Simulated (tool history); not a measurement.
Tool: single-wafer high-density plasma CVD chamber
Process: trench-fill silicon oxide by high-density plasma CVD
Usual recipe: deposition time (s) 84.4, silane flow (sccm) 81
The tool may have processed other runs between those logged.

run	hour	deposition time (s)	silane flow (sccm)	wafers since the last listed run	hours since the silane flow controller was replaced	hours since the gauge calibration	read-back reference wafer on the same gauge, thickness_nm	mean film thickness on the monitor wafer (Å)
1	0.0	89.8	81	0	1389.0	361.7	526.954	6286.92
2	11.1	89.8	81	170	1400.1	372.8	527.218	6264.13
3	25.6	89.8	81	222	1414.6	387.3	526.623	6229.75
4	43.4	84.4	81	273	1432.4	405.1	527.412	5852.77
5	53.3	84.4	81	152	1442.3	415.0	526.871	5861.44
6	67.9	84.4	72	224	1456.9	429.6	526.602	5202.89
7	74.9	84.4	72	107	1463.9	436.6	526.777	5189.28
8	85.4	84.4	87	161	1474.4	447.1	526.219	6248.10
9	98.1	84.4	87	195	1487.1	459.8	527.526	6281.10
10	110.9	84.4	87	196	1499.9	472.6	527.372	6257.48
11	117.1	84.4	74	95	1506.1	478.8	527.099	5321.16
12	127.3	84.4	81	156	1516.3	489.0	526.789	5866.43
13	137.2	78.4	81	152	1526.2	498.9	526.979	5427.33
14	145.6	78.4	81	129	1534.6	507.3	527.166	5414.37
15	162.7	71.4	81	262	1551.7	524.4	526.754	4890.35
16	177.0	71.4	81	219	1566.0	538.7	527.224	4923.71
17	185.2	71.4	81	126	1574.2	546.9	527.374	4897.34
18	192.8	84.4	81	116	1581.8	554.5	527.168	5806.39
19	202.8	88.5	90	153	1591.8	564.5	527.439	6743.98
# hour 203.7: gauge calibrated
20	217.5	97.0	81	225	1606.5	13.8	526.634	6640.50
21	234.3	97.0	81	258	1623.3	30.6	527.802	6643.14
22	246.7	70.3	71	190	1635.7	43.0	527.431	4234.44
23	257.4	71.4	81	164	1646.4	53.7	526.315	4876.06
24	271.2	74.0	97	212	1660.2	67.5	527.214	6047.96
25	279.4	72.4	91	126	1668.4	75.7	526.529	5528.23
26	291.5	84.4	81	185	1680.5	87.8	526.965	5746.33
27	299.0	71.1	81	115	1688.0	95.3	526.795	4840.18
28	310.4	84.4	81	175	1699.4	106.7	527.255	5730.27
29	316.8	79.9	77	98	1705.8	113.1	526.680	5162.18
# hour 331.0: silane flow controller replaced
30	331.5	97.3	81	102	0.5	127.8	526.824	7045.51
31	338.2	84.4	66	102	7.2	134.5	527.424	5001.81
32	355.9	89.1	95	272	24.9	152.2	527.597	7590.78
33	368.0	84.4	93	185	37.0	164.3	526.968	7047.23
34	415.3	73.6	67	726	84.3	211.6	526.836	4445.34
35	431.6	93.1	76	250	100.6	227.9	526.720	6319.43
36	446.5	68.3	81	229	115.5	242.8	527.135	4973.18
37	461.2	84.4	81	225	130.2	257.5	526.683	6136.72
38	469.2	84.4	74	122	138.2	265.5	527.081	5614.68
39	476.5	68.1	67	112	145.5	272.8	526.533	4071.76
40	484.2	89.5	75	118	153.2	280.5	527.211	6040.67
41	498.8	92.4	67	224	167.8	295.1	527.423	5562.61
42	507.3	84.4	91	130	176.3	303.6	527.194	6902.87

Each row is a separate what-if for the run after 42, all from the same tool condition, not one after another. Results?
A	507.7	75.2	81	6	176.7	304.0	?	?
B	507.7	84.4	86	6	176.7	304.0	?	?
C	507.7	68.5	77	6	176.7	304.0	?	?
D	507.7	72.0	67	6	176.7	304.0	?	?

run	read-back reference wafer on the same gauge, thickness_nm	mean film thickness on the monitor wafer (Å)
A	527.296	5460.10
B	527.296	6506.37
C	527.296	4728.02
D	527.296	4324.19
Take away the tool's hidden state, keep each run's random variation, and the runs would have read:
run	mean film thickness on the monitor wafer (Å)
A	5489.66
B	6541.59
C	4753.61
D	4347.60
